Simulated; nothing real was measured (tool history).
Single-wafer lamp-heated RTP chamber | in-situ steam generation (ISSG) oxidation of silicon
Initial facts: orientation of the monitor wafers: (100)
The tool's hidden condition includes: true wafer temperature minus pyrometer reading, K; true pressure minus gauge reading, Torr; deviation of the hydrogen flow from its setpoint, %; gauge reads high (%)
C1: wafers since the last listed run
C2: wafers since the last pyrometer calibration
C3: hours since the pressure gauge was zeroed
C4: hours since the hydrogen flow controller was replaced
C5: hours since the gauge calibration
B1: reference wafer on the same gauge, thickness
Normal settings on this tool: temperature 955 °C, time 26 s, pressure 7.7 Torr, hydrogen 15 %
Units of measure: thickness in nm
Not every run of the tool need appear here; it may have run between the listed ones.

{"run": 1, "hour": 0.0, "temperature": 955, "time": 26, "pressure": 7.7, "hydrogen": 15, "C1": 0, "C2": 1409, "C3": 3566.8, "C4": 4081.8, "C5": 351.4, "B1": 5.379, "thickness": 4.65}
{"run": 2, "hour": 70.1, "temperature": 955, "time": 26, "pressure": 7.7, "hydrogen": 15, "C1": 1193, "C2": 2602, "C3": 3636.9, "C4": 4151.9, "C5": 421.5, "B1": 5.38, "thickness": 4.645}
{"run": 3, "hour": 100.9, "temperature": 955, "time": 26, "pressure": 7.7, "hydrogen": 15, "C1": 524, "C2": 3127, "C3": 3667.7, "C4": 4182.7, "C5": 452.3, "B1": 5.378, "thickness": 4.655}
{"run": 4, "hour": 137.6, "temperature": 955, "time": 26, "pressure": 7.7, "hydrogen": 15, "C1": 624, "C2": 3752, "C3": 3704.4, "C4": 4219.4, "C5": 489.0, "B1": 5.382, "thickness": 4.647}
{"run": 5, "hour": 206.7, "temperature": 955, "time": 26, "pressure": 7.7, "hydrogen": 15, "C1": 1176, "C2": 4929, "C3": 3773.5, "C4": 4288.5, "C5": 558.1, "B1": 5.378, "thickness": 4.66}
{"hour": 246.8, "done": "pyrometer window cleaned and pyrometer calibrated"}
{"run": 6, "hour": 255.5, "temperature": 955, "time": 26, "pressure": 7.7, "hydrogen": 15, "C1": 694, "C2": 148, "C3": 3822.3, "C4": 4337.3, "C5": 606.9, "B1": 5.378, "thickness": 4.627}
{"run": 7, "hour": 292.7, "temperature": 955, "time": 26, "pressure": 7.7, "hydrogen": 15, "C1": 633, "C2": 781, "C3": 3859.5, "C4": 4374.5, "C5": 644.1, "B1": 5.379, "thickness": 4.632}
{"run": 8, "hour": 324.3, "temperature": 959, "time": 26, "pressure": 6.9, "hydrogen": 15, "C1": 538, "C2": 1319, "C3": 3891.1, "C4": 4406.1, "C5": 675.7, "B1": 5.376, "thickness": 4.663}
{"run": 9, "hour": 373.0, "temperature": 959, "time": 26, "pressure": 6.9, "hydrogen": 15, "C1": 829, "C2": 2149, "C3": 3939.8, "C4": 4454.8, "C5": 724.4, "B1": 5.381, "thickness": 4.679}
{"run": 10, "hour": 444.9, "temperature": 955, "time": 26, "pressure": 7.7, "hydrogen": 11, "C1": 1224, "C2": 3373, "C3": 4011.7, "C4": 4526.7, "C5": 796.3, "B1": 5.382, "thickness": 4.352}
{"run": 11, "hour": 503.5, "temperature": 955, "time": 26, "pressure": 7.7, "hydrogen": 15, "C1": 997, "C2": 4371, "C3": 4070.3, "C4": 4585.3, "C5": 854.9, "B1": 5.382, "thickness": 4.653}
{"hour": 512.2, "done": "pyrometer window cleaned and pyrometer calibrated"}
{"run": 12, "hour": 601.9, "temperature": 955, "time": 26, "pressure": 7.7, "hydrogen": 15, "C1": 1539, "C2": 1528, "C3": 4168.7, "C4": 4683.7, "C5": 953.3, "B1": 5.378, "thickness": 4.639}
{"hour": 699.7, "done": "pressure gauge zeroed"}
{"run": 13, "hour": 719.0, "temperature": 955, "time": 26, "pressure": 8.7, "hydrogen": 11, "C1": 1857, "C2": 3386, "C3": 19.3, "C4": 4800.8, "C5": 1070.4, "B1": 5.379, "thickness": 4.368}
{"run": 14, "hour": 753.6, "temperature": 955, "time": 26, "pressure": 8.3, "hydrogen": 15, "C1": 589, "C2": 3975, "C3": 53.9, "C4": 4835.4, "C5": 1105.0, "B1": 5.381, "thickness": 4.674}
{"hour": 765.9, "done": "gauge calibrated"}
{"run": 15, "hour": 794.7, "temperature": 955, "time": 26, "pressure": 7.7, "hydrogen": 12, "C1": 699, "C2": 4675, "C3": 95.0, "C4": 4876.5, "C5": 28.8, "B1": 5.379, "thickness": 4.455}
{"hour": 810.4, "done": "pyrometer window cleaned and pyrometer calibrated"}
{"run": 16, "hour": 849.2, "temperature": 971, "time": 23, "pressure": 7.3, "hydrogen": 15, "C1": 791, "C2": 661, "C3": 149.5, "C4": 4931.0, "C5": 83.3, "B1": 5.38, "thickness": 4.609}
{"run": 17, "hour": 918.6, "temperature": 955, "time": 26, "pressure": 7.7, "hydrogen": 15, "C1": 1181, "C2": 1843, "C3": 218.9, "C4": 5000.4, "C5": 152.7, "B1": 5.38, "thickness": 4.635}
{"run": 18, "hour": 948.1, "temperature": 955, "time": 20, "pressure": 8.9, "hydrogen": 15, "C1": 502, "C2": 2345, "C3": 248.4, "C4": 5029.9, "C5": 182.2, "B1": 5.381, "thickness": 4.117}
{"run": 19, "hour": 978.9, "temperature": 937, "time": 21, "pressure": 9.1, "hydrogen": 15, "C1": 524, "C2": 2870, "C3": 279.2, "C4": 5060.7, "C5": 213.0, "B1": 5.382, "thickness": 3.989}
{"run": 20, "hour": 1017.5, "temperature": 962, "time": 22, "pressure": 7.7, "hydrogen": 15, "C1": 657, "C2": 3527, "C3": 317.8, "C4": 5099.3, "C5": 251.6, "B1": 5.381, "thickness": 4.42}
{"hour": 1088.4, "done": "pyrometer window cleaned and pyrometer calibrated"}
{"run": 21, "hour": 1088.9, "temperature": 972, "time": 26, "pressure": 7.3, "hydrogen": 24, "C1": 1079, "C2": 9, "C3": 389.2, "C4": 5170.7, "C5": 323.0, "B1": 5.377, "thickness": 5.441}
{"run": 22, "hour": 1108.6, "temperature": 968, "time": 26, "pressure": 7.7, "hydrogen": 15, "C1": 335, "C2": 344, "C3": 408.9, "C4": 5190.4, "C5": 342.7, "B1": 5.379, "thickness": 4.819}
{"hour": 1145.7, "done": "hydrogen flow controller replaced"}
{"run": 23, "hour": 1165.9, "temperature": 955, "time": 26, "pressure": 7.7, "hydrogen": 15, "C1": 839, "C2": 1184, "C3": 466.2, "C4": 20.2, "C5": 400.0, "B1": 5.379, "thickness": 4.623}
{"run": 24, "hour": 1213.9, "temperature": 955, "time": 26, "pressure": 7.7, "hydrogen": 15, "C1": 817, "C2": 2001, "C3": 514.2, "C4": 68.2, "C5": 448.0, "B1": 5.38, "thickness": 4.649}
{"run": 25, "hour": 1285.0, "temperature": 955, "time": 36, "pressure": 7.7, "hydrogen": 15, "C1": 1210, "C2": 3212, "C3": 585.3, "C4": 139.3, "C5": 519.1, "B1": 5.379, "thickness": 5.41}
{"run": 26, "hour": 1326.7, "temperature": 955, "time": 26, "pressure": 7.3, "hydrogen": 11, "C1": 710, "C2": 3922, "C3": 627.0, "C4": 181.0, "C5": 560.8, "B1": 5.383, "thickness": 4.343}
{"run": 27, "hour": 1364.7, "temperature": 965, "time": 26, "pressure": 6.9, "hydrogen": 24, "C1": 647, "C2": 4569, "C3": 665.0, "C4": 219.0, "C5": 598.8, "B1": 5.38, "thickness": 5.33}
{"hour": 1413.6, "done": "pyrometer window cleaned and pyrometer calibrated"}
{"run": 28, "hour": 1433.5, "temperature": 937, "time": 21, "pressure": 9.1, "hydrogen": 15, "C1": 1035, "C2": 339, "C3": 733.8, "C4": 287.8, "C5": 667.6, "B1": 5.38, "thickness": 3.975}
{"run": 29, "hour": 1491.3, "temperature": 955, "time": 36, "pressure": 7.7, "hydrogen": 15, "C1": 984, "C2": 1323, "C3": 791.6, "C4": 345.6, "C5": 725.4, "B1": 5.38, "thickness": 5.384}

Hidden state or all else? Some run-to-run changes of thickness, split into what the settings, what came in and random variation would give without the hidden state, and what is left for the hidden state (with any gauge scatter that isn't in both results):
Run 5 -> 6: pyrometer window cleaned and pyrometer calibrated. thickness -0.033 nm: hidden state -0.039, all else +0.006.
Run 27 -> 28: temperature 965 -> 937, time 26 -> 21, pressure 6.9 -> 9.1, hydrogen 24 -> 15, pyrometer window cleaned and pyrometer calibrated. thickness -1.355 nm: hidden state -0.044, all else -1.311.
Run 28 -> 29: temperature 937 -> 955, time 21 -> 36, pressure 9.1 -> 7.7. thickness +1.409 nm: hidden state +0.013, all else +1.396.
